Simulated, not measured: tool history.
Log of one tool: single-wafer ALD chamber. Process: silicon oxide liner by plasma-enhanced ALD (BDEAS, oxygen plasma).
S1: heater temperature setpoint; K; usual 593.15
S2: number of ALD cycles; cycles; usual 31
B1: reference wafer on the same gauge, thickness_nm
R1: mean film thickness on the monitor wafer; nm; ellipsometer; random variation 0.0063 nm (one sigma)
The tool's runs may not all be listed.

run,hour,S1,S2,B1,R1
1,0.0,593.15,31,2.339,2.505
2,39.4,588.15,31,2.340,2.529
3,115.3,588.15,31,2.341,2.530
4,160.0,588.15,31,2.340,2.528
5,239.3,593.15,31,2.339,2.491
6,339.9,593.15,31,2.339,2.490
7,436.6,593.15,31,2.340,2.501
8,474.1,604.15,29,2.343,2.299
9,517.2,604.15,29,2.340,2.310
10,616.6,604.15,29,2.341,2.301
11,706.3,593.15,30,2.339,2.418
# hour 784.4: gauge calibrated
12,796.6,593.15,30,2.342,2.417
13,855.9,593.15,31,2.339,2.505
14,896.6,604.15,29,2.340,2.318
15,983.8,582.15,25,2.338,2.051
16,1032.7,593.15,37,2.342,2.995
# hour 1078.3: thermocouple changed; heater temperature recalibrated
17,1096.9,603.15,35,2.339,2.775
18,1141.1,603.15,27,2.339,2.145
19,1195.6,602.15,31,2.340,2.474

Run 20 comes next. What will it give?
20,1271.9,587.15,28,?,?

B1: 2.339
R1: 2.278 nm
Without the tool's hidden state the same run would have given R1 2.278 nm.
